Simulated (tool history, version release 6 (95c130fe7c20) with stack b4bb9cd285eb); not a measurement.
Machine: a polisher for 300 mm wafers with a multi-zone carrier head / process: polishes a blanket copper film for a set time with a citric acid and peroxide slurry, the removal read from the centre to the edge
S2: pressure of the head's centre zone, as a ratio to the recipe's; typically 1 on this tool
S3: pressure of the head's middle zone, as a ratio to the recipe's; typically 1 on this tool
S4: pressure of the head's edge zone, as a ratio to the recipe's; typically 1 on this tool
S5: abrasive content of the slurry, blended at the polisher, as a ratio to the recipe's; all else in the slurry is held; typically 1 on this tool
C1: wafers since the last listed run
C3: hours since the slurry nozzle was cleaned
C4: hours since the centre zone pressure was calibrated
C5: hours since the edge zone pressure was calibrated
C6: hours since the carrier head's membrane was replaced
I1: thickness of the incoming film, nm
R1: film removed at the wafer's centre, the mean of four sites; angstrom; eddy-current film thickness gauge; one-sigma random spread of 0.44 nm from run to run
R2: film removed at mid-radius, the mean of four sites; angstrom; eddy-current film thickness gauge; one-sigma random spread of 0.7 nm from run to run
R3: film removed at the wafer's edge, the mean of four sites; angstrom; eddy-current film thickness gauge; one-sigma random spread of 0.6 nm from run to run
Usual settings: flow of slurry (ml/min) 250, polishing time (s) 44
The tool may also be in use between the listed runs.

Run 1, hour 0: usual settings; C1 0; wafers polished on this pad 3016; C3 160.1; C4 1010.2; C5 663.8; C6 1002.3; I1 992.9. Result: R1 677 angstrom, R2 649 angstrom, R3 670 angstrom.
At hour 39.8: centre zone pressure recalibrated.
Run 2, hour 40.3: usual settings but S3 1.09, S4 0.97; C1 489; wafers polished on this pad 3506; C3 200.4; C4 0.5; C5 704.1; C6 1042.6; I1 1012.9. Result: R1 686 angstrom, R2 699 angstrom, R3 643 angstrom.
Run 3, hour 111.4: usual settings but S2 1.07, S3 0.91, S4 1.04; C1 908; wafers polished on this pad 4414; C3 271.5; C4 71.6; C5 775.2; C6 1113.7; I1 1012.1. Result: R1 730 angstrom, R2 607 angstrom, R3 671 angstrom.
At hour 170.5: worn pad replaced by a new one.
Run 4, hour 182.8: usual settings but S3 1.1, S5 0.7, polishing time (s) 56; C1 861; wafers polished on this pad 157; C3 342.9; C4 143; C5 846.6; C6 1185.1; I1 1004.9. Result: R1 810 angstrom, R2 836 angstrom, R3 791 angstrom.
At hour 208.3: edge zone pressure recalibrated.
Run 5, hour 211.8: usual settings but S2 0.96, S4 1.04; C1 344; wafers polished on this pad 502; C3 371.9; C4 172; C5 3.5; C6 1214.1; I1 1018. Result: R1 648 angstrom, R2 657 angstrom, R3 683 angstrom.
Run 6, hour 281.2: usual settings; C1 886; wafers polished on this pad 1389; C3 441.3; C4 241.4; C5 72.9; C6 1283.5; I1 1000.8. Result: R1 671 angstrom, R2 663 angstrom, R3 676 angstrom.
Run 7, hour 339.2: usual settings; C1 741; wafers polished on this pad 2130; C3 499.3; C4 299.4; C5 130.9; C6 1341.5; I1 1015. Result: R1 679 angstrom, R2 653 angstrom, R3 662 angstrom.
At hour 347.6: carrier head's membrane replaced by a new one.
Run 8, hour 380.6: usual settings but flow of slurry (ml/min) 335, S2 1.04, S5 0.8, polishing time (s) 56; C1 465; wafers polished on this pad 2595; C3 540.7; C4 340.8; C5 172.3; C6 33; I1 1026.6. Result: R1 884 angstrom, R2 811 angstrom, R3 836 angstrom.
Run 9, hour 426.4: usual settings; C1 585; wafers polished on this pad 3180; C3 586.5; C4 386.6; C5 218.1; C6 78.8; I1 1021.1. Result: R1 677 angstrom, R2 647 angstrom, R3 675 angstrom.
Run 10, hour 489: usual settings but S2 0.9; C1 799; wafers polished on this pad 3979; C3 649.1; C4 449.2; C5 280.7; C6 141.4; I1 1006.1. Result: R1 612 angstrom, R2 642 angstrom, R3 677 angstrom.
Run 11, hour 522.6: usual settings but polishing time (s) 50; C1 429; wafers polished on this pad 4409; C3 682.7; C4 482.8; C5 314.3; C6 175; I1 1014.1. Result: R1 773 angstrom, R2 732 angstrom, R3 761 angstrom.
At hour 550.8: worn pad replaced by a new one.
Run 12, hour 577.5: usual settings but flow of slurry (ml/min) 330; C1 650; wafers polished on this pad 341; C3 737.6; C4 537.7; C5 369.2; C6 229.9; I1 1003.7. Result: R1 693 angstrom, R2 660 angstrom, R3 692 angstrom.
Run 13, hour 622.8: usual settings but S3 1.12; C1 578; wafers polished on this pad 919; C3 782.9; C4 583; C5 414.5; C6 275.2; I1 1009.8. Result: R1 681 angstrom, R2 717 angstrom, R3 666 angstrom.
Run 14, hour 686.2: usual settings; C1 810; wafers polished on this pad 1729; C3 846.3; C4 646.4; C5 477.9; C6 338.6; I1 1026.6. Result: R1 678 angstrom, R2 656 angstrom, R3 661 angstrom.
Run 15, hour 740.7: usual settings but S4 1.05; C1 696; wafers polished on this pad 2426; C3 900.8; C4 700.9; C5 532.4; C6 393.1; I1 1010.2. Result: R1 685 angstrom, R2 648 angstrom, R3 676 angstrom.
At hour 746.7: slurry nozzle cleaned.
Run 16, hour 890.7: usual settings; C1 1903; wafers polished on this pad 4329; C3 144; C4 850.9; C5 682.4; C6 543.1; I1 993.2. Result: R1 681 angstrom, R2 642 angstrom, R3 667 angstrom.
At hour 931.4: worn pad replaced by a new one.
Run 17, hour 949.8: usual settings; C1 703; wafers polished on this pad 234; C3 203.1; C4 910; C5 741.5; C6 602.2; I1 1010.4. Result: R1 682 angstrom, R2 655 angstrom, R3 665 angstrom.
Run 18, hour 982.4: usual settings but S2 1.04; C1 416; wafers polished on this pad 651; C3 235.7; C4 942.6; C5 774.1; C6 634.8; I1 1021.6. Result: R1 694 angstrom, R2 646 angstrom, R3 664 angstrom.
Run 19, hour 1020.5: usual settings but S4 1.07; C1 486; wafers polished on this pad 1137; C3 273.8; C4 980.7; C5 812.2; C6 672.9; I1 1010.8. Result: R1 677 angstrom, R2 646 angstrom, R3 689 angstrom.
At hour 1054.6: centre zone pressure recalibrated.
Run 20, hour 1078.5: usual settings but flow of slurry (ml/min) 215; C1 715; wafers polished on this pad 1853; C3 331.8; C4 23.9; C5 870.2; C6 730.9; I1 1026.7. Result: R1 673 angstrom, R2 637 angstrom, R3 658 angstrom.
At hour 1180: edge zone pressure recalibrated.
Run 21, hour 1219.1: usual settings but flow of slurry (ml/min) 320, polishing time (s) 30; C1 1770; wafers polished on this pad 3624; C3 472.4; C4 164.5; C5 39.1; C6 871.5; I1 995.6. Result: R1 475 angstrom, R2 452 angstrom, R3 467 angstrom.

What if the next run were any one of these 4? Each begins from the tool's condition after run 21:
Run A, hour 1219.5: usual settings but polishing time (s) 51; C1 5; wafers polished on this pad 3629; C3 472.8; C4 164.9; C5 39.5; C6 871.9; I1 1010.1. Result: R1 ?, R2 ?, R3 ?.
Run B, hour 1219.5: usual settings but S3 1.06, S4 0.93; C1 5; wafers polished on this pad 3629; C3 472.8; C4 164.9; C5 39.5; C6 871.9; I1 1010.1. Result: R1 ?, R2 ?, R3 ?.
Run C, hour 1219.5: usual settings but S2 1.05, S3 0.97; C1 5; wafers polished on this pad 3629; C3 472.8; C4 164.9; C5 39.5; C6 871.9; I1 1010.1. Result: R1 ?, R2 ?, R3 ?.
Run D, hour 1219.5: usual settings but S4 1.09, S5 1.2; C1 5; wafers polished on this pad 3629; C3 472.8; C4 164.9; C5 39.5; C6 871.9; I1 1010.1. Result: R1 ?, R2 ?, R3 ?.

run   R1   R2   R3
  A  783  763  772
  B  676  692  643
  C  710  641  666
  D  701  682  720
With the hidden condition removed and each run's random variation left untouched, the same runs would have given:
run   R1   R2   R3
  A  783  763  772
  B  676  692  643
  C  710  641  666
  D  701  682  720
